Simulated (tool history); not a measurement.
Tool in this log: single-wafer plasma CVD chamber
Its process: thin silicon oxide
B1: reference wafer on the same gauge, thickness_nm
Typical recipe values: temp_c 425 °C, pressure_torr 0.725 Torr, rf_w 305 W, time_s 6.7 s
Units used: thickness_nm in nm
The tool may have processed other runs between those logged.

Run 1, day 0: usual settings; B1 11.716. Result: thickness_nm 10.794 nm.
Run 2, day 1.854: usual settings but rf_w 325 W; B1 11.702. Result: thickness_nm 11.227 nm.
At day 2.9: thermocouple changed; heater temperature recalibrated.
Run 3, day 4.725: usual settings but rf_w 325 W; B1 11.713. Result: thickness_nm 11.125 nm.
At day 7.733: showerhead replaced.
Run 4, day 7.754: usual settings but temp_c 414 °C; B1 11.692. Result: thickness_nm 10.778 nm.
Run 5, day 8.929: usual settings but temp_c 414 °C; B1 11.68. Result: thickness_nm 10.799 nm.
At day 8.929: gauge calibrated.
Run 6, day 9.971: usual settings but temp_c 415 °C, pressure_torr 0.84 Torr; B1 11.729. Result: thickness_nm 12.333 nm.
Run 7, day 12.571: usual settings but pressure_torr 0.574 Torr; B1 11.722. Result: thickness_nm 8.357 nm.
Run 8, day 15.529: usual settings; B1 11.711. Result: thickness_nm 10.563 nm.
Run 9, day 17.688: usual settings but rf_w 260 W; B1 11.702. Result: thickness_nm 9.354 nm.
Run 10, day 20.258: usual settings but temp_c 411 °C, rf_w 280 W; B1 11.666. Result: thickness_nm 9.911 nm.
Run 11, day 23.058: usual settings but temp_c 415 °C, time_s 5.38 s; B1 11.717. Result: thickness_nm 8.339 nm.
At day 23.404: RF generator calibrated.
Run 12, day 25.488: usual settings; B1 11.693. Result: thickness_nm 10.944 nm.
Run 13, day 27.575: usual settings; B1 11.719. Result: thickness_nm 10.999 nm.
Run 14, day 29.412: usual settings but pressure_torr 0.641 Torr, time_s 7.7 s; B1 11.697. Result: thickness_nm 11.094 nm.
Run 15, day 30.642: usual settings but rf_w 290 W, time_s 5.95 s; B1 11.715. Result: thickness_nm 9.467 nm.
Run 16, day 33.35: usual settings but pressure_torr 0.555 Torr, time_s 7.24 s; B1 11.688. Result: thickness_nm 8.91 nm.
Run 17, day 36.283: usual settings but temp_c 430 °C, pressure_torr 0.856 Torr, rf_w 250 W; B1 11.675. Result: thickness_nm 11.046 nm.
Run 18, day 37.292: usual settings; B1 11.697. Result: thickness_nm 10.899 nm.
At day 39.296: capacitance manometer re-zeroed and calibrated.
Run 19, day 39.529: usual settings; B1 11.667. Result: thickness_nm 10.891 nm.
Run 20, day 44.158: usual settings but rf_w 280 W, time_s 7.35 s; B1 11.706. Result: thickness_nm 11.222 nm.
Run 21, day 46.217: usual settings but temp_c 413 °C, pressure_torr 0.903 Torr, rf_w 345 W, time_s 6.16 s; B1 11.708. Result: thickness_nm 13.136 nm.
Run 22, day 48.371: usual settings but pressure_torr 0.583 Torr; B1 11.685. Result: thickness_nm 8.662 nm.
Run 23, day 53.883: usual settings but pressure_torr 0.794 Torr; B1 11.696. Result: thickness_nm 11.626 nm.
Run 24, day 54.896: usual settings but temp_c 435 °C; B1 11.701. Result: thickness_nm 10.589 nm.
Run 25, day 56.992: usual settings but temp_c 420 °C; B1 11.676. Result: thickness_nm 10.671 nm.
At day 57.667: thermocouple changed; heater temperature recalibrated.
Run 26, day 58.508: usual settings; B1 11.713. Result: thickness_nm 10.591 nm.
Run 27, day 61.038: usual settings; B1 11.694. Result: thickness_nm 10.5 nm.

How would selected steps in thickness_nm from run to run divide? Give the signed amount a tool lacking its hidden state would still show from settings, what came in and random variation, and the signed amount left for the hidden state, including any gauge scatter that is not in both of the compared results.
Hidden conditions of the tool in this case: wafer temperature above the value expected at the setpoint (K); delivered RF power above the setpoint (%); true pressure above the setpoint (%); gauge reads high (%).
Run 6 -> 7: temp_c 415 -> 425, pressure_torr 0.84 -> 0.574. thickness_nm -3.976 nm: hidden state +0.092, all else -4.068.
Run 11 -> 12: temp_c 415 -> 425, time_s 5.38 -> 6.7, RF generator calibrated. thickness_nm +2.605 nm: hidden state +0.486, all else +2.119.
Run 21 -> 22: temp_c 413 -> 425, pressure_torr 0.903 -> 0.583, rf_w 345 -> 305, time_s 6.16 -> 6.7. thickness_nm -4.474 nm: hidden state +0.032, all else -4.506.
Run 22 -> 23: pressure_torr 0.583 -> 0.794. thickness_nm +2.964 nm: hidden state -0.171, all else +3.135.
